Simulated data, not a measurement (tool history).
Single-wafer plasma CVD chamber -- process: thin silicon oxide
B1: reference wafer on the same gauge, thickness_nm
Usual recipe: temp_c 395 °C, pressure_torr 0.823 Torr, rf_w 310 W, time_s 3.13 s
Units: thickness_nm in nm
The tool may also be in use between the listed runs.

run 1 hour=0.0 | temp_c=390 pressure_torr=0.823 rf_w=295 time_s=3.13 | B1=6.320 | thickness_nm=6.075
run 2 hour=12.3 | temp_c=395 pressure_torr=0.874 rf_w=310 time_s=3.13 | B1=6.321 | thickness_nm=6.311
run 3 hour=22.1 | temp_c=395 pressure_torr=0.823 rf_w=310 time_s=3.13 | B1=6.320 | thickness_nm=6.130
run 4 hour=32.9 | temp_c=395 pressure_torr=0.823 rf_w=310 time_s=3.13 | B1=6.320 | thickness_nm=6.116
run 5 hour=41.3 | temp_c=395 pressure_torr=0.823 rf_w=310 time_s=3.13 | B1=6.322 | thickness_nm=6.123
run 6 hour=56.5 | temp_c=395 pressure_torr=0.823 rf_w=355 time_s=3.49 | B1=6.321 | thickness_nm=7.049
run 7 hour=72.5 | temp_c=395 pressure_torr=0.823 rf_w=310 time_s=3.13 | B1=6.322 | thickness_nm=6.127
run 8 hour=81.0 | temp_c=395 pressure_torr=0.823 rf_w=350 time_s=3.13 | B1=6.319 | thickness_nm=6.298
run 9 hour=89.1 | temp_c=395 pressure_torr=0.823 rf_w=310 time_s=3.13 | B1=6.322 | thickness_nm=6.105
run 10 hour=97.7 | temp_c=395 pressure_torr=0.823 rf_w=310 time_s=3.13 | B1=6.319 | thickness_nm=6.112
run 11 hour=143.7 | temp_c=395 pressure_torr=0.823 rf_w=310 time_s=3.13 | B1=6.320 | thickness_nm=6.101
run 12 hour=153.1 | temp_c=390 pressure_torr=0.823 rf_w=310 time_s=3.13 | B1=6.320 | thickness_nm=6.114
run 13 hour=167.4 | temp_c=390 pressure_torr=0.823 rf_w=310 time_s=3.13 | B1=6.319 | thickness_nm=6.131
run 14 hour=183.7 | temp_c=395 pressure_torr=0.823 rf_w=310 time_s=3.13 | B1=6.321 | thickness_nm=6.099
-- hour=189.2 gauge calibrated
run 15 hour=199.6 | temp_c=381 pressure_torr=0.966 rf_w=310 time_s=3.57 | B1=6.322 | thickness_nm=7.553
run 16 hour=211.4 | temp_c=395 pressure_torr=0.823 rf_w=310 time_s=3.13 | B1=6.319 | thickness_nm=6.079
-- hour=231.7 capacitance manometer re-zeroed and calibrated
run 17 hour=232.2 | temp_c=407 pressure_torr=0.915 rf_w=275 time_s=2.68 | B1=6.319 | thickness_nm=5.283
run 18 hour=232.5 | temp_c=401 pressure_torr=0.823 rf_w=285 time_s=2.64 | B1=6.319 | thickness_nm=5.018
run 19 hour=247.2 | temp_c=380 pressure_torr=0.736 rf_w=350 time_s=3.39 | B1=6.320 | thickness_nm=6.479
run 20 hour=254.1 | temp_c=387 pressure_torr=0.823 rf_w=260 time_s=2.86 | B1=6.319 | thickness_nm=5.364
-- hour=281.4 thermocouple changed; heater temperature recalibrated
run 21 hour=306.6 | temp_c=395 pressure_torr=0.823 rf_w=285 time_s=3.13 | B1=6.321 | thickness_nm=5.955
-- hour=316.9 showerhead replaced
-- hour=321.4 RF generator calibrated
run 22 hour=322.9 | temp_c=395 pressure_torr=0.823 rf_w=310 time_s=3.13 | B1=6.320 | thickness_nm=6.199
run 23 hour=333.5 | temp_c=395 pressure_torr=0.823 rf_w=310 time_s=3.13 | B1=6.320 | thickness_nm=6.199
run 24 hour=350.5 | temp_c=395 pressure_torr=0.823 rf_w=355 time_s=3.13 | B1=6.320 | thickness_nm=6.426
run 25 hour=362.8 | temp_c=381 pressure_torr=0.681 rf_w=275 time_s=2.64 | B1=6.320 | thickness_nm=4.677
run 26 hour=369.5 | temp_c=395 pressure_torr=0.823 rf_w=280 time_s=3.13 | B1=6.320 | thickness_nm=6.042
run 27 hour=376.3 | temp_c=395 pressure_torr=0.823 rf_w=310 time_s=3.54 | B1=6.322 | thickness_nm=7.007
run 28 hour=386.0 | temp_c=395 pressure_torr=1.005 rf_w=280 time_s=3.13 | B1=6.323 | thickness_nm=6.661
run 29 hour=392.8 | temp_c=395 pressure_torr=0.823 rf_w=310 time_s=3.13 | B1=6.318 | thickness_nm=6.204
run 30 hour=410.2 | temp_c=381 pressure_torr=0.823 rf_w=310 time_s=3.67 | B1=6.321 | thickness_nm=7.328

Below are 3 alternative next runs, each starting from the tool's condition after run 30. Predict each:
run A hour=410.6 | temp_c=395 pressure_torr=0.823 rf_w=310 time_s=2.95 | B1=? | thickness_nm=?
run B hour=410.6 | temp_c=395 pressure_torr=0.724 rf_w=250 time_s=3.61 | B1=? | thickness_nm=?
run C hour=410.6 | temp_c=395 pressure_torr=0.651 rf_w=365 time_s=3.13 | B1=? | thickness_nm=?

run=A B1=6.321 thickness_nm=5.847
run=B B1=6.321 thickness_nm=6.371
run=C B1=6.321 thickness_nm=5.754
Without the tool's unlogged condition, the same runs would have read:
run=A thickness_nm=5.864
run=B thickness_nm=6.391
run=C thickness_nm=5.771
